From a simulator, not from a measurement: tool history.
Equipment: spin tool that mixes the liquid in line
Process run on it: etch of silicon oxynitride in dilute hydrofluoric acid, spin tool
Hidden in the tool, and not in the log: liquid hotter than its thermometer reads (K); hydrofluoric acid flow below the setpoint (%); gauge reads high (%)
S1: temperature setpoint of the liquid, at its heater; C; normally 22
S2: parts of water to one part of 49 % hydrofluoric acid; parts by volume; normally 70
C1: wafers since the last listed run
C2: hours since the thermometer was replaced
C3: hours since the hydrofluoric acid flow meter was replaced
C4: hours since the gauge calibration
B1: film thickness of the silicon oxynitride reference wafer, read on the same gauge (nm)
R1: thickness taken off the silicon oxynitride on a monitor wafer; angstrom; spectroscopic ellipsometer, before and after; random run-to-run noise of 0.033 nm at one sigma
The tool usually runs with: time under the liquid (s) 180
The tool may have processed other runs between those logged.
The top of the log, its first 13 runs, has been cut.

{"run": 14, "hour": 752.8, "S1": 22, "S2": 70, "time under the liquid (s)": 95, "C1": 283, "C2": 649.9, "C3": 1187.9, "C4": 1236.8, "B1": 50, "R1": 26.1}
{"hour": 760.9, "done": "gauge calibrated"}
{"run": 15, "hour": 805.0, "S1": 22, "S2": 70, "time under the liquid (s)": 95, "C1": 264, "C2": 702.1, "C3": 1240.1, "C4": 44.1, "B1": 50, "R1": 26.5}
{"run": 16, "hour": 840.3, "S1": 22, "S2": 70, "time under the liquid (s)": 180, "C1": 178, "C2": 737.4, "C3": 1275.4, "C4": 79.4, "B1": 50, "R1": 49.4}
{"run": 17, "hour": 903.9, "S1": 22, "S2": 40, "time under the liquid (s)": 150, "C1": 322, "C2": 801, "C3": 1339, "C4": 143, "B1": 50, "R1": 73.8}
{"run": 18, "hour": 947.3, "S1": 26.5, "S2": 70, "time under the liquid (s)": 110, "C1": 219, "C2": 844.4, "C3": 1382.4, "C4": 186.4, "B1": 50, "R1": 37.5}
{"run": 19, "hour": 997.4, "S1": 22, "S2": 85, "time under the liquid (s)": 120, "C1": 253, "C2": 894.5, "C3": 1432.5, "C4": 236.5, "B1": 49.99, "R1": 26.9}
{"run": 20, "hour": 1056.6, "S1": 22, "S2": 90, "time under the liquid (s)": 180, "C1": 299, "C2": 953.7, "C3": 1491.7, "C4": 295.7, "B1": 50.02, "R1": 38.3}
{"run": 21, "hour": 1104.2, "S1": 22, "S2": 40, "time under the liquid (s)": 150, "C1": 241, "C2": 1001.3, "C3": 1539.3, "C4": 343.3, "B1": 50, "R1": 74.8}
{"run": 22, "hour": 1171.5, "S1": 22, "S2": 70, "time under the liquid (s)": 180, "C1": 340, "C2": 1068.6, "C3": 1606.6, "C4": 410.6, "B1": 50, "R1": 50.4}
{"run": 23, "hour": 1225.9, "S1": 20.5, "S2": 70, "time under the liquid (s)": 180, "C1": 275, "C2": 1123, "C3": 1661, "C4": 465, "B1": 50.01, "R1": 46.2}
{"hour": 1349.1, "done": "thermometer replaced"}
{"run": 24, "hour": 1380.3, "S1": 23.5, "S2": 80, "time under the liquid (s)": 180, "C1": 776, "C2": 31.2, "C3": 1815.4, "C4": 619.4, "B1": 49.98, "R1": 46.1}
{"hour": 1414.3, "done": "hydrofluoric acid flow meter replaced"}
{"run": 25, "hour": 1440.6, "S1": 22, "S2": 70, "time under the liquid (s)": 145, "C1": 300, "C2": 91.5, "C3": 26.3, "C4": 679.7, "B1": 50, "R1": 40.4}
{"run": 26, "hour": 1495.3, "S1": 22, "S2": 70, "time under the liquid (s)": 180, "C1": 277, "C2": 146.2, "C3": 81, "C4": 734.4, "B1": 50.01, "R1": 50.2}

Forecast run 27:
{"run": 27, "hour": 1522.1, "S1": 19.5, "S2": 70, "time under the liquid (s)": 210, "C1": 135, "C2": 173, "C3": 107.8, "C4": 761.2, "B1": "?", "R1": "?"}

B1: 50.01
R1: 51.6 angstrom
Were there no unlogged condition in the tool, this run, its random variation unchanged, would have produced R1 51.6 angstrom.
